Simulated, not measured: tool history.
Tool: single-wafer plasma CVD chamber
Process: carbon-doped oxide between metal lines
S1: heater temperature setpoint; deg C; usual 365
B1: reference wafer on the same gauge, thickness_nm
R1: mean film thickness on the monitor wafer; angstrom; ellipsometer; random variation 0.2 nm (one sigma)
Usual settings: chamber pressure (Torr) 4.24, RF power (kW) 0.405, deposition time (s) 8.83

{"run": 1, "day": 0.0, "S1": 365, "chamber pressure (Torr)": 4.24, "RF power (kW)": 0.365, "deposition time (s)": 8.83, "B1": 37.808, "R1": 340.06}
{"run": 2, "day": 1.208, "S1": 365, "chamber pressure (Torr)": 4.24, "RF power (kW)": 0.365, "deposition time (s)": 8.83, "B1": 37.795, "R1": 340.58}
{"run": 3, "day": 1.771, "S1": 365, "chamber pressure (Torr)": 4.24, "RF power (kW)": 0.405, "deposition time (s)": 8.83, "B1": 37.829, "R1": 369.95}
{"run": 4, "day": 2.788, "S1": 365, "chamber pressure (Torr)": 4.24, "RF power (kW)": 0.405, "deposition time (s)": 8.83, "B1": 37.801, "R1": 371.63}
{"run": 5, "day": 6.146, "S1": 365, "chamber pressure (Torr)": 4.24, "RF power (kW)": 0.405, "deposition time (s)": 8.83, "B1": 37.802, "R1": 372.88}
{"day": 7.046, "done": "capacitance manometer re-zeroed and calibrated"}
{"day": 7.071, "done": "showerhead replaced"}
{"run": 6, "day": 7.092, "S1": 365, "chamber pressure (Torr)": 4.24, "RF power (kW)": 0.405, "deposition time (s)": 8.83, "B1": 37.796, "R1": 370.48}
{"run": 7, "day": 7.892, "S1": 365, "chamber pressure (Torr)": 4.24, "RF power (kW)": 0.405, "deposition time (s)": 8.83, "B1": 37.817, "R1": 369.79}
{"day": 8.804, "done": "gauge calibrated"}
{"run": 8, "day": 10.354, "S1": 365, "chamber pressure (Torr)": 4.24, "RF power (kW)": 0.405, "deposition time (s)": 8.83, "B1": 37.817, "R1": 369.05}
{"day": 11.442, "done": "RF generator calibrated"}
{"run": 9, "day": 11.721, "S1": 365, "chamber pressure (Torr)": 4.24, "RF power (kW)": 0.405, "deposition time (s)": 8.83, "B1": 37.79, "R1": 375.06}
{"run": 10, "day": 12.933, "S1": 365, "chamber pressure (Torr)": 4.24, "RF power (kW)": 0.365, "deposition time (s)": 8.83, "B1": 37.83, "R1": 342.58}
{"run": 11, "day": 13.867, "S1": 365, "chamber pressure (Torr)": 4.24, "RF power (kW)": 0.405, "deposition time (s)": 8.83, "B1": 37.805, "R1": 370.54}
{"run": 12, "day": 15.35, "S1": 355, "chamber pressure (Torr)": 3.22, "RF power (kW)": 0.435, "deposition time (s)": 8.1, "B1": 37.749, "R1": 354.07}
{"day": 16.762, "done": "thermocouple changed; heater temperature recalibrated"}
{"run": 13, "day": 16.783, "S1": 356, "chamber pressure (Torr)": 4.24, "RF power (kW)": 0.34, "deposition time (s)": 8.83, "B1": 37.817, "R1": 330.4}
{"run": 14, "day": 17.825, "S1": 365, "chamber pressure (Torr)": 4.24, "RF power (kW)": 0.405, "deposition time (s)": 8.83, "B1": 37.774, "R1": 373.88}
{"run": 15, "day": 18.75, "S1": 365, "chamber pressure (Torr)": 3.71, "RF power (kW)": 0.38, "deposition time (s)": 8.83, "B1": 37.78, "R1": 346.22}
{"run": 16, "day": 20.004, "S1": 365, "chamber pressure (Torr)": 4.24, "RF power (kW)": 0.405, "deposition time (s)": 8.83, "B1": 37.827, "R1": 373.3}
{"run": 17, "day": 20.592, "S1": 376, "chamber pressure (Torr)": 5.06, "RF power (kW)": 0.405, "deposition time (s)": 8.83, "B1": 37.757, "R1": 371.71}
{"run": 18, "day": 21.9, "S1": 369, "chamber pressure (Torr)": 3.72, "RF power (kW)": 0.485, "deposition time (s)": 9.42, "B1": 37.853, "R1": 442.14}

Forecast run 19:
{"run": 19, "day": 22.942, "S1": 375, "chamber pressure (Torr)": 4.24, "RF power (kW)": 0.405, "deposition time (s)": 9.87, "B1": "?", "R1": "?"}

{"run 19": {"B1": 37.85, "R1": 404.91}}
Without the tool's hidden state the same run would have given R1 404.91 angstrom.
